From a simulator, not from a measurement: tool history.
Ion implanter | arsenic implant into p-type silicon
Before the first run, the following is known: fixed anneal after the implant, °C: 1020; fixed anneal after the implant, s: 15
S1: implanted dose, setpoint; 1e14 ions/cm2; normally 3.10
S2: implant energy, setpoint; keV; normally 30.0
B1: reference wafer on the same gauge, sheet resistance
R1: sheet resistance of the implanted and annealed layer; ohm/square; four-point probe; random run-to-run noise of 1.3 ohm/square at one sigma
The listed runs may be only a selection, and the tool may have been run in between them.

run	hour	S1	S2	B1	R1
1	0.0	3.10	30.0	249.45	260.47
2	26.9	3.10	30.0	248.85	260.50
3	60.0	3.10	30.0	249.37	258.40
4	89.0	3.10	37.0	249.22	252.34
5	134.6	3.10	37.0	248.95	253.32
6	186.6	3.10	30.0	248.52	260.64
7	256.3	3.10	30.0	249.54	259.96
8	298.4	3.10	30.0	249.51	261.01
9	367.0	3.10	34.0	249.09	255.55
10	425.0	3.10	34.0	248.71	254.17
# hour 459.5: extraction supply calibrated
11	472.9	3.10	24.0	248.54	271.33
12	500.4	3.10	24.0	249.81	267.61
# hour 547.0: Faraday cup replaced and dose calibrated
13	571.7	2.71	30.0	249.23	286.30
14	757.0	2.33	26.0	249.11	327.61
15	784.7	2.64	30.0	248.86	294.33
# hour 899.9: gauge calibrated
16	912.4	2.19	34.0	248.39	329.33
17	945.8	3.10	36.5	249.22	251.99
18	987.4	2.31	39.5	248.70	312.44
19	1032.4	3.95	20.5	248.94	228.21

The next listed run, before its measurement:
20	1088.2	3.60	25.0	?	?

Run 20 came out at B1 248.62, R1 238.48 ohm/square.
Were there no unlogged condition in the tool, this run, its random variation unchanged, would have produced R1 238.48 ohm/square.
